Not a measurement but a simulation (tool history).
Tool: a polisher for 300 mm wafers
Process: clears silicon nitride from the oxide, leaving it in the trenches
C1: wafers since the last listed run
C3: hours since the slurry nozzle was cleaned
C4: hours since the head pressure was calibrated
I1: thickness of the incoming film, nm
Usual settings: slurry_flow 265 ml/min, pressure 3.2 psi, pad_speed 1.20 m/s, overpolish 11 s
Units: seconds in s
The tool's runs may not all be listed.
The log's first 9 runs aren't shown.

Run 10, hour 308.6: usual settings but pad_speed 1.46 m/s; C1 85; wafers polished on this pad 809; C3 469.2; C4 668.7; I1 98.6. Result: seconds 65.0 s.
At hour 324.7: head pressure recalibrated.
Run 11, hour 332.0: usual settings but pad_speed 1.46 m/s; C1 102; wafers polished on this pad 912; C3 492.6; C4 7.3; I1 101.9. Result: seconds 67.1 s.
Run 12, hour 358.0: usual settings but overpolish 15 s; C1 124; wafers polished on this pad 1037; C3 518.6; C4 33.3; I1 98.1. Result: seconds 75.7 s.
Run 13, hour 373.4: usual settings but pressure 2.9 psi; C1 73; wafers polished on this pad 1111; C3 534.0; C4 48.7; I1 99.8. Result: seconds 82.7 s.
Run 14, hour 398.5: usual settings; C1 120; wafers polished on this pad 1231; C3 559.1; C4 73.8; I1 98.9. Result: seconds 75.5 s.
At hour 415.3: worn pad replaced by a new one.
Run 15, hour 423.1: usual settings; C1 98; wafers polished on this pad 37; C3 583.7; C4 98.4; I1 99.8. Result: seconds 72.6 s.
Run 16, hour 438.5: usual settings but pad_speed 1.42 m/s; C1 73; wafers polished on this pad 111; C3 599.1; C4 113.8; I1 100.9. Result: seconds 65.3 s.
Run 17, hour 452.9: usual settings but slurry_flow 305 ml/min, pressure 2.3 psi, pad_speed 0.86 m/s, overpolish 7 s; C1 69; wafers polished on this pad 180; C3 613.5; C4 128.2; I1 100.4. Result: seconds 121.6 s.
Run 18, hour 467.0: usual settings but pressure 2.5 psi, overpolish 15 s; C1 67; wafers polished on this pad 248; C3 627.6; C4 142.3; I1 100.6. Result: seconds 93.6 s.
Run 19, hour 502.4: usual settings but pad_speed 0.82 m/s; C1 170; wafers polished on this pad 418; C3 663.0; C4 177.7; I1 101.6. Result: seconds 100.9 s.
Run 20, hour 530.8: usual settings; C1 136; wafers polished on this pad 554; C3 691.4; C4 206.1; I1 99.8. Result: seconds 76.5 s.
Run 21, hour 558.6: usual settings but slurry_flow 205 ml/min; C1 133; wafers polished on this pad 688; C3 719.2; C4 233.9; I1 101.4. Result: seconds 79.2 s.
Run 22, hour 580.0: usual settings but pressure 2.2 psi, overpolish 5 s; C1 102; wafers polished on this pad 790; C3 740.6; C4 255.3; I1 99.5. Result: seconds 104.9 s.
At hour 595.0: slurry nozzle cleaned.
Run 23, hour 601.4: usual settings but pressure 3.9 psi, overpolish 9 s; C1 97; wafers polished on this pad 888; C3 6.4; C4 276.7; I1 100.6. Result: seconds 66.2 s.
Run 24, hour 622.4: usual settings but pressure 3.8 psi, pad_speed 1.52 m/s; C1 100; wafers polished on this pad 989; C3 27.4; C4 297.7; I1 100.0. Result: seconds 56.6 s.
Run 25, hour 648.1: usual settings but pressure 2.7 psi, pad_speed 1.60 m/s; C1 123; wafers polished on this pad 1113; C3 53.1; C4 323.4; I1 99.5. Result: seconds 72.2 s.
At hour 661.9: worn pad replaced by a new one.
Run 26, hour 680.9: usual settings; C1 138; wafers polished on this pad 91; C3 85.9; C4 356.2; I1 98.9. Result: seconds 71.9 s.
Run 27, hour 705.3: usual settings; C1 117; wafers polished on this pad 208; C3 110.3; C4 380.6; I1 101.6. Result: seconds 74.9 s.
Run 28, hour 733.8: usual settings but slurry_flow 205 ml/min, pressure 3.8 psi, overpolish 13 s; C1 136; wafers polished on this pad 345; C3 138.8; C4 409.1; I1 97.7. Result: seconds 65.8 s.
Run 29, hour 763.7: usual settings; C1 143; wafers polished on this pad 489; C3 168.7; C4 439.0; I1 100.8. Result: seconds 76.8 s.
Run 30, hour 789.7: usual settings; C1 124; wafers polished on this pad 613; C3 194.7; C4 465.0; I1 101.0. Result: seconds 77.0 s.
Run 31, hour 836.4: usual settings but slurry_flow 295 ml/min, pad_speed 0.80 m/s; C1 224; wafers polished on this pad 838; C3 241.4; C4 511.7; I1 99.9. Result: seconds 102.1 s.
Run 32, hour 863.9: usual settings but pressure 2.6 psi, pad_speed 1.54 m/s; C1 132; wafers polished on this pad 970; C3 268.9; C4 539.2; I1 100.5. Result: seconds 78.2 s.
Run 33, hour 884.3: usual settings but pressure 2.9 psi; C1 97; wafers polished on this pad 1068; C3 289.3; C4 559.6; I1 99.2. Result: seconds 83.3 s.

4 ways to go on from here, each from the tool as it stands after run 33. What would each give?
Run A, hour 884.8: usual settings; C1 0; wafers polished on this pad 1068; C3 289.8; C4 560.1; I1 100.6. Result: seconds ?.
Run B, hour 884.8: usual settings but pressure 4.3 psi, pad_speed 1.52 m/s, overpolish 16 s; C1 0; wafers polished on this pad 1068; C3 289.8; C4 560.1; I1 100.6. Result: seconds ?.
Run C, hour 884.8: usual settings but slurry_flow 170 ml/min, pad_speed 1.40 m/s, overpolish 5 s; C1 0; wafers polished on this pad 1068; C3 289.8; C4 560.1; I1 100.6. Result: seconds ?.
Run D, hour 884.8: usual settings but slurry_flow 195 ml/min, overpolish 9 s; C1 0; wafers polished on this pad 1068; C3 289.8; C4 560.1; I1 100.6. Result: seconds ?.

run  seconds
  A     77.4
  B     50.2
  C     73.7
  D     80.7
Without the tool's hidden state the same runs would have given:
run  seconds
  A     70.9
  B     45.9
  C     67.4
  D     73.9
